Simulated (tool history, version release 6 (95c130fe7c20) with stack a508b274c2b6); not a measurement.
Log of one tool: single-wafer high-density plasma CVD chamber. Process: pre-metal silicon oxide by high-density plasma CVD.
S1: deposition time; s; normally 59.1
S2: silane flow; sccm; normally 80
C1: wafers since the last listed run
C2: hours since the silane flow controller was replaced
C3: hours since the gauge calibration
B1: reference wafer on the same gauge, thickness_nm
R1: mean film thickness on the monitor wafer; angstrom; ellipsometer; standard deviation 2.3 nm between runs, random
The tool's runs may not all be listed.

run     day    S1  S2    C1      C2      C3       B1       R1
  1   0.000  59.1  80     0  2765.0  1318.9  569.410  5104.01
      0.438  -- gauge calibrated
  2   4.042  59.1  80  2496  2862.0    86.5  570.011  5061.75
  3   8.446  59.1  85  2720  2967.7   192.2  569.553  5415.30
  4  12.262  52.9  80  2357  3059.3   283.8  570.050  4567.89
  5  14.067  52.9  80  1114  3102.6   327.1  570.367  4540.60
  6  15.946  52.9  80  1160  3147.7   372.2  569.999  4559.49
  7  18.808  50.1  70  1767  3216.4   440.9  571.000  3804.36
  8  21.575  52.3  80  1708  3282.8   507.3  570.097  4494.04
  9  23.383  59.1  73  1116  3326.2   550.7  569.908  4677.12
 10  25.033  59.1  73  1019  3365.8   590.3  569.578  4669.62
 11  29.300  56.0  80  2635  3468.2   692.7  569.466  4862.17
 12  33.792  63.2  89  2774  3576.0   800.5  570.630  6065.74
 13  37.933  68.0  96  2557  3675.4   899.9  570.256  7054.40
     38.533  -- silane flow controller replaced
 14  41.762  59.1  93  2159    77.5   991.8  569.886  6155.52
 15  45.538  70.8  87  2331   168.1  1082.4  569.123  6891.72
     48.154  -- silane flow controller replaced, repeated, since the last time left the tool worse
 16  50.038  59.1  84  2573    45.2  1190.4  570.053  5133.00
     50.700  -- gauge calibrated
 17  52.404  63.2  89  1461   102.0    40.9  569.871  5866.54
 18  54.596  59.1  80  1353   154.6    93.5  569.458  4880.16
 19  58.804  59.1  94  2599   255.6   194.5  569.761  5772.33
 20  62.833  59.1  67  2488   352.3   291.2  570.804  4125.60
 21  66.712  66.4  85  2395   445.4   384.3  569.306  5917.82

Branching from run 21: 3 alternative next runs. What would each branch give?
  A  66.729  59.1  71  10  445.8  384.7   ?   ?
  B  66.729  52.8  90  10  445.8  384.7   ?   ?
  C  66.729  70.0  96  10  445.8  384.7   ?   ?

run       B1       R1
  A  569.746  4390.66
  B  569.746  4972.33
  C  569.746  7031.58
Stripped of hidden state, with their random variation kept, the same runs would have yielded:
run       R1
  A  4376.49
  B  4956.29
  C  7008.90
